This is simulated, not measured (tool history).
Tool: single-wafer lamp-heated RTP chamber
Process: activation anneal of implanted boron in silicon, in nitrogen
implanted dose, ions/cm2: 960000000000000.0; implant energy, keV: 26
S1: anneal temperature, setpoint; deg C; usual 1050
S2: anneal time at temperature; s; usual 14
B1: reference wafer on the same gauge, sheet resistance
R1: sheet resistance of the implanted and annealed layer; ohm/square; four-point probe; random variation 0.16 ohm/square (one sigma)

run   hour    S1  S2     B1      R1
  1      0  1073  14     95  105.48
  2     13  1032  14  95.03  106.52
  3   19.6  1032  14  95.02  106.86
      30.2  -- pyrometer window cleaned and pyrometer calibrated
  4   72.6  1032  14     95  106.75
  5   82.8  1030  14     95  106.66
  6   99.4  1050  14  94.99  105.89
  7  107.6  1069  12     95  105.85
  8  115.7  1069  12     95  105.76
  9    128  1069  12  95.02  105.69
 10  138.9  1042  18  95.01   105.9
 11  148.7  1042  18  95.01  106.08
 12  164.3  1050  14  94.98  105.99
       174  -- reflector plate cleaned
 13  174.5  1050  14     95  105.78
 14  181.2  1050  14  94.99  106.12
 15    195  1050  14  95.03  106.08
 16  201.8  1050  14  95.02  105.88
 17  218.6  1050  14  95.03  106.19
 18  232.4  1073   9     95  105.99
 19  239.3  1036  21  94.99  106.32
 20  249.1  1041   6     95  106.58
 21  265.6  1079  14  95.01  105.36
 22  274.9  1050  14  95.03  106.15
     285.5  -- pyrometer window cleaned and pyrometer calibrated
 23  292.5  1050  14  94.99  105.76
 24    300  1062   9     95  105.81
     306.7  -- gauge calibrated
 25  311.1  1050  14     95  106.07
 26  327.7  1028  14     95  106.86
 27  334.5  1070   9  95.01   105.8
 28  341.3  1050  14  94.99  105.98
 29  347.9  1024   7  94.96  107.98
 30  365.5  1027  19     95  106.62
 31  380.2  1050   7  95.03  106.04
 32  387.3  1037   6  94.99  106.94
 33  404.5  1072  14     95   105.8
 34  418.6  1041   6  95.01  106.54
 35  432.3  1061  22  94.97  105.25
 36  439.4  1050  14  95.02  105.77
 37  448.4  1076  11  95.01  105.59
 38  456.3  1072  11  94.99  105.77

Forecast each of these 3 alternatives for the next run:
  A  456.7  1050   9   ?   ?
  B  456.7  1061  18   ?   ?
  C  456.7  1040  22   ?   ?

run     B1      R1
  A  95.02  105.95
  B  95.02  105.25
  C  95.02  105.72
Without the tool's hidden state the same runs would have given:
run      R1
  A  105.95
  B  105.25
  C  105.72
